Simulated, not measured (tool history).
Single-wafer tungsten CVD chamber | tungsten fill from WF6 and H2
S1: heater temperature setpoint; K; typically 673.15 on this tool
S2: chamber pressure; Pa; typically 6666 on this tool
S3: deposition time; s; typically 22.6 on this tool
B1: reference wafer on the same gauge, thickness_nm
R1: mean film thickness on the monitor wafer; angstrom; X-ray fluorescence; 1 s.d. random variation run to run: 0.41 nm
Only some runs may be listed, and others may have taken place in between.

{"run": 1, "hour": 0.0, "S1": 673.15, "S2": 6666, "S3": 22.6, "B1": 91.125, "R1": 718.2}
{"run": 2, "hour": 12.8, "S1": 673.15, "S2": 6666, "S3": 22.6, "B1": 90.966, "R1": 711.98}
{"run": 3, "hour": 27.9, "S1": 673.15, "S2": 6666, "S3": 22.6, "B1": 91.089, "R1": 709.46}
{"run": 4, "hour": 45.2, "S1": 673.15, "S2": 6666, "S3": 22.6, "B1": 91.07, "R1": 719.53}
{"run": 5, "hour": 68.8, "S1": 673.15, "S2": 6666, "S3": 22.6, "B1": 91.053, "R1": 924.08}
{"run": 6, "hour": 69.1, "S1": 673.15, "S2": 6666, "S3": 22.6, "B1": 90.827, "R1": 929.03}
{"run": 7, "hour": 84.5, "S1": 673.15, "S2": 6666, "S3": 22.6, "B1": 91.025, "R1": 921.38}
{"run": 8, "hour": 96.9, "S1": 673.15, "S2": 7306, "S3": 22.6, "B1": 90.895, "R1": 962.26}
{"run": 9, "hour": 105.0, "S1": 673.15, "S2": 7306, "S3": 22.6, "B1": 90.898, "R1": 965.6}
{"run": 10, "hour": 117.2, "S1": 673.15, "S2": 7306, "S3": 22.6, "B1": 90.84, "R1": 973.25}
{"run": 11, "hour": 128.2, "S1": 667.15, "S2": 6666, "S3": 26.0, "B1": 91.004, "R1": 939.06}
{"run": 12, "hour": 143.8, "S1": 667.15, "S2": 6666, "S3": 26.0, "B1": 91.153, "R1": 933.44}
{"run": 13, "hour": 161.4, "S1": 673.15, "S2": 6666, "S3": 22.6, "B1": 90.987, "R1": 921.08}
{"run": 14, "hour": 170.6, "S1": 673.15, "S2": 6666, "S3": 22.6, "B1": 90.997, "R1": 924.34}
{"run": 15, "hour": 207.4, "S1": 680.15, "S2": 5600, "S3": 21.2, "B1": 90.954, "R1": 779.44}
{"run": 16, "hour": 239.1, "S1": 673.15, "S2": 6666, "S3": 22.6, "B1": 90.841, "R1": 793.93}
{"run": 17, "hour": 253.5, "S1": 673.15, "S2": 6666, "S3": 22.6, "B1": 91.172, "R1": 781.28}
{"run": 18, "hour": 265.8, "S1": 681.15, "S2": 5226, "S3": 20.8, "B1": 91.049, "R1": 755.8}
{"run": 19, "hour": 281.6, "S1": 673.15, "S2": 5573, "S3": 22.6, "B1": 91.077, "R1": 720.32}
{"run": 20, "hour": 293.6, "S1": 673.15, "S2": 6666, "S3": 25.8, "B1": 90.864, "R1": 893.25}
{"run": 21, "hour": 303.2, "S1": 662.15, "S2": 8119, "S3": 24.6, "B1": 90.967, "R1": 740.14}
{"run": 22, "hour": 314.5, "S1": 685.15, "S2": 5320, "S3": 26.2, "B1": 91.031, "R1": 1023.2}
{"run": 23, "hour": 327.4, "S1": 661.15, "S2": 6173, "S3": 21.3, "B1": 90.992, "R1": 551.31}
{"run": 24, "hour": 338.4, "S1": 673.15, "S2": 7693, "S3": 22.6, "B1": 91.034, "R1": 843.96}
{"run": 25, "hour": 350.7, "S1": 668.15, "S2": 8173, "S3": 26.0, "B1": 90.755, "R1": 893.8}
{"run": 26, "hour": 359.1, "S1": 668.15, "S2": 5693, "S3": 24.8, "B1": 90.991, "R1": 709.47}
{"run": 27, "hour": 374.9, "S1": 673.15, "S2": 6666, "S3": 22.6, "B1": 91.024, "R1": 787.77}
{"run": 28, "hour": 391.2, "S1": 687.15, "S2": 5360, "S3": 23.7, "B1": 90.97, "R1": 973.56}
{"run": 29, "hour": 400.0, "S1": 669.15, "S2": 5413, "S3": 21.0, "B1": 91.148, "R1": 603.54}
{"run": 30, "hour": 413.7, "S1": 673.15, "S2": 6666, "S3": 22.6, "B1": 90.892, "R1": 777.56}
{"run": 31, "hour": 428.0, "S1": 673.15, "S2": 5013, "S3": 21.3, "B1": 91.006, "R1": 640.78}
{"run": 32, "hour": 443.2, "S1": 677.15, "S2": 6666, "S3": 22.6, "B1": 90.986, "R1": 849.44}
{"run": 33, "hour": 452.0, "S1": 664.15, "S2": 6666, "S3": 22.6, "B1": 90.95, "R1": 644.77}
{"run": 34, "hour": 465.7, "S1": 680.15, "S2": 7559, "S3": 27.1, "B1": 91.239, "R1": 1158.02}

The log once held 5 entries between its listed runs, left out of this copy. Where does each go, and what is different about the tool's unlogged condition between the listed run before it and the listed run after it?
After run 4, before run 5: capacitance manometer re-zeroed and calibrated (hour 61.1); thermocouple changed; heater temperature recalibrated (hour 68.3)
  wafer temperature above the value expected at the setpoint (K): -4.92 -> 7.8
  measured minus no-state result, R1: -79.53 -> +134.12 angstrom
After run 7, before run 8: gauge calibrated (hour 89.5)
  wafer temperature above the value expected at the setpoint (K): 7.78 -> 7.76
  measured minus no-state result, R1: +133.35 -> +138.94 angstrom
After run 14, before run 15: showerhead replaced (hour 190.3); thermocouple changed; heater temperature recalibrated, repeated, since the last time left the tool worse (hour 206.9)
  wafer temperature above the value expected at the setpoint (K): 7.64 -> -0.127
  measured minus no-state result, R1: +131.65 -> -1.98 angstrom

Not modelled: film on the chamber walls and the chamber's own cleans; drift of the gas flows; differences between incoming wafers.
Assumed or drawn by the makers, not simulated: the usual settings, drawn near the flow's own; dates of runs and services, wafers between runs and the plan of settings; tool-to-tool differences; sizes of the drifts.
